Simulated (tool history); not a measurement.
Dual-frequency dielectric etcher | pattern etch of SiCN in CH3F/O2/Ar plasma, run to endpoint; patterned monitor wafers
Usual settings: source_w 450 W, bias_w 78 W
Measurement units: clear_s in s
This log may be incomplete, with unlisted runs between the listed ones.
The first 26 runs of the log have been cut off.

run   hour  source_w  bias_w  wafers since the last listed run  hours since the last wet clean  hours since the last source power generator calibration  hours since the last bias power generator calibration  hours since the last upper electrode change  incoming incoming film thickness, nm  clear_s
 27  607.5       520      61                               310                           275.0                                                     63.2                                                  172.6                                         67.9                                 11.74     30.4
 28  623.8       450      68                               181                           291.3                                                     79.5                                                  188.9                                         84.2                                 11.61     31.0
 29  646.0       380      84                               247                           313.5                                                    101.7                                                  211.1                                        106.4                                 11.85     33.1
 30  680.5       450      78                               384                           348.0                                                    136.2                                                  245.6                                        140.9                                 11.83     29.9
 31  694.9       450      68                               160                           362.4                                                    150.6                                                  260.0                                        155.3                                 11.74     31.4
 32  713.2       450      78                               204                           380.7                                                    168.9                                                  278.3                                        173.6                                 11.87     30.2
 33  733.1       480      63                               221                           400.6                                                    188.8                                                  298.2                                        193.5                                 11.84     31.0
 34  767.1       490      71                               379                           434.6                                                    222.8                                                  332.2                                        227.5                                 11.72     29.0
 35  789.7       410      87                               252                           457.2                                                    245.4                                                  354.8                                        250.1                                 11.73     29.8

Each row is a separate what-if for the run after 35, all from the same tool condition, not one after another. Results?
  A  790.1       540      78                                 4                           457.6                                                    245.8                                                  355.2                                        250.5                                 11.81        ?
  B  790.1       350      58                                 4                           457.6                                                    245.8                                                  355.2                                        250.5                                 11.81        ?
  C  790.1       450      88                                 4                           457.6                                                    245.8                                                  355.2                                        250.5                                 11.81        ?
  D  790.1       370      64                                 4                           457.6                                                    245.8                                                  355.2                                        250.5                                 11.81        ?

run  clear_s
  A     26.9
  B     39.3
  C     28.5
  D     36.4
Stripped of hidden state, with their random variation kept, the same runs would have yielded:
run  clear_s
  A     28.0
  B     40.9
  C     29.7
  D     37.9
